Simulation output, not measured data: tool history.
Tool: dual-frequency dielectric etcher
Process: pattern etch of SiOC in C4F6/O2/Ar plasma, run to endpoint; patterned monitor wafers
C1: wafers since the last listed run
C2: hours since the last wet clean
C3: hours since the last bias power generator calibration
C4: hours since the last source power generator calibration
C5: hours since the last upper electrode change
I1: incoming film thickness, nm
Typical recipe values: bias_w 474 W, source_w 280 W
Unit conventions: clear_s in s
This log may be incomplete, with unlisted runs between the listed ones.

Run 1, hour 0.0: usual settings but source_w 260 W; C1 0; C2 479.9; C3 2000.4; C4 2618.0; C5 5315.6; I1 38.93. Result: clear_s 16.8 s.
At hour 54.9: wet clean of the chamber.
Run 2, hour 61.7: usual settings but source_w 260 W; C1 393; C2 6.8; C3 2062.1; C4 2679.7; C5 5377.3; I1 38.75. Result: clear_s 16.1 s.
Run 3, hour 280.0: usual settings; C1 2278; C2 225.1; C3 2280.4; C4 2898.0; C5 5595.6; I1 38.54. Result: clear_s 15.6 s.
Run 4, hour 358.4: usual settings; C1 818; C2 303.5; C3 2358.8; C4 2976.4; C5 5674.0; I1 38.71. Result: clear_s 15.8 s.
Run 5, hour 423.4: usual settings; C1 678; C2 368.5; C3 2423.8; C4 3041.4; C5 5739.0; I1 38.85. Result: clear_s 16.0 s.
Run 6, hour 525.2: usual settings; C1 1062; C2 470.3; C3 2525.6; C4 3143.2; C5 5840.8; I1 38.55. Result: clear_s 15.9 s.
Run 7, hour 607.8: usual settings; C1 862; C2 552.9; C3 2608.2; C4 3225.8; C5 5923.4; I1 38.71. Result: clear_s 16.2 s.
At hour 659.0: wet clean of the chamber.
Run 8, hour 698.8: usual settings; C1 699; C2 39.8; C3 2699.2; C4 3316.8; C5 6014.4; I1 38.61. Result: clear_s 15.6 s.
Run 9, hour 774.0: usual settings but bias_w 557 W; C1 785; C2 115.0; C3 2774.4; C4 3392.0; C5 6089.6; I1 38.64. Result: clear_s 14.6 s.
Run 10, hour 870.3: usual settings but bias_w 557 W; C1 1005; C2 211.3; C3 2870.7; C4 3488.3; C5 6185.9; I1 38.79. Result: clear_s 14.9 s.
Run 11, hour 973.1: usual settings; C1 1073; C2 314.1; C3 2973.5; C4 3591.1; C5 6288.7; I1 38.88. Result: clear_s 16.3 s.
Run 12, hour 1050.1: usual settings but bias_w 538 W; C1 803; C2 391.1; C3 3050.5; C4 3668.1; C5 6365.7; I1 38.75. Result: clear_s 15.5 s.
At hour 1148.9: wet clean of the chamber.
Run 13, hour 1158.1: usual settings but bias_w 557 W; C1 876; C2 9.2; C3 3158.5; C4 3776.1; C5 6473.7; I1 38.57. Result: clear_s 14.7 s.
Run 14, hour 1199.7: usual settings but bias_w 577 W, source_w 300 W; C1 434; C2 50.8; C3 3200.1; C4 3817.7; C5 6515.3; I1 38.04. Result: clear_s 13.7 s.
At hour 1237.7: bias power generator calibrated.
At hour 1335.1: upper electrode replaced.
Run 15, hour 1346.3: usual settings but bias_w 427 W, source_w 250 W; C1 1238; C2 197.4; C3 108.6; C4 3964.3; C5 11.2; I1 38.75. Result: clear_s 17.5 s.
Run 16, hour 1409.3: usual settings but bias_w 364 W, source_w 330 W; C1 657; C2 260.4; C3 171.6; C4 4027.3; C5 74.2; I1 38.72. Result: clear_s 16.6 s.
At hour 1476.9: source power generator calibrated.
Run 17, hour 1477.9: usual settings but bias_w 366 W, source_w 310 W; C1 674; C2 329.0; C3 240.2; C4 1.0; C5 142.8; I1 38.74. Result: clear_s 17.0 s.
Run 18, hour 1521.5: usual settings but source_w 240 W; C1 455; C2 372.6; C3 283.8; C4 44.6; C5 186.4; I1 38.48. Result: clear_s 17.3 s.
Run 19, hour 1581.0: usual settings but bias_w 557 W; C1 621; C2 432.1; C3 343.3; C4 104.1; C5 245.9; I1 38.55. Result: clear_s 15.4 s.
Run 20, hour 1643.3: usual settings; C1 650; C2 494.4; C3 405.6; C4 166.4; C5 308.2; I1 38.96. Result: clear_s 16.3 s.
Run 21, hour 1717.1: usual settings but source_w 260 W; C1 770; C2 568.2; C3 479.4; C4 240.2; C5 382.0; I1 38.21. Result: clear_s 17.3 s.
At hour 1769.6: wet clean of the chamber.
Run 22, hour 1770.1: usual settings but bias_w 402 W, source_w 230 W; C1 302; C2 0.5; C3 532.4; C4 293.2; C5 435.0; I1 38.99. Result: clear_s 18.2 s.
Run 23, hour 1832.1: usual settings but bias_w 408 W, source_w 230 W; C1 647; C2 62.5; C3 594.4; C4 355.2; C5 497.0; I1 38.84. Result: clear_s 18.2 s.
Run 24, hour 1935.9: usual settings but bias_w 405 W, source_w 330 W; C1 1083; C2 166.3; C3 698.2; C4 459.0; C5 600.8; I1 38.84. Result: clear_s 15.5 s.
Run 25, hour 2000.3: usual settings but bias_w 429 W; C1 672; C2 230.7; C3 762.6; C4 523.4; C5 665.2; I1 38.63. Result: clear_s 16.5 s.

Forecast each of these 5 alternatives for the next run:
Run A, hour 2000.7: usual settings but bias_w 510 W; C1 4; C2 231.1; C3 763.0; C4 523.8; C5 665.6; I1 38.78. Result: clear_s ?.
Run B, hour 2000.7: usual settings but source_w 320 W; C1 4; C2 231.1; C3 763.0; C4 523.8; C5 665.6; I1 38.78. Result: clear_s ?.
Run C, hour 2000.7: usual settings but bias_w 434 W, source_w 330 W; C1 4; C2 231.1; C3 763.0; C4 523.8; C5 665.6; I1 38.78. Result: clear_s ?.
Run D, hour 2000.7: usual settings but bias_w 399 W, source_w 240 W; C1 4; C2 231.1; C3 763.0; C4 523.8; C5 665.6; I1 38.78. Result: clear_s ?.
Run E, hour 2000.7: usual settings but bias_w 395 W, source_w 310 W; C1 4; C2 231.1; C3 763.0; C4 523.8; C5 665.6; I1 38.78. Result: clear_s ?.

run  clear_s
  A     15.6
  B     15.1
  C     15.4
  D     18.4
  E     16.5
Stripped of hidden state, with their random variation kept, the same runs would have yielded:
run  clear_s
  A     15.3
  B     14.8
  C     15.1
  D     18.1
  E     16.1

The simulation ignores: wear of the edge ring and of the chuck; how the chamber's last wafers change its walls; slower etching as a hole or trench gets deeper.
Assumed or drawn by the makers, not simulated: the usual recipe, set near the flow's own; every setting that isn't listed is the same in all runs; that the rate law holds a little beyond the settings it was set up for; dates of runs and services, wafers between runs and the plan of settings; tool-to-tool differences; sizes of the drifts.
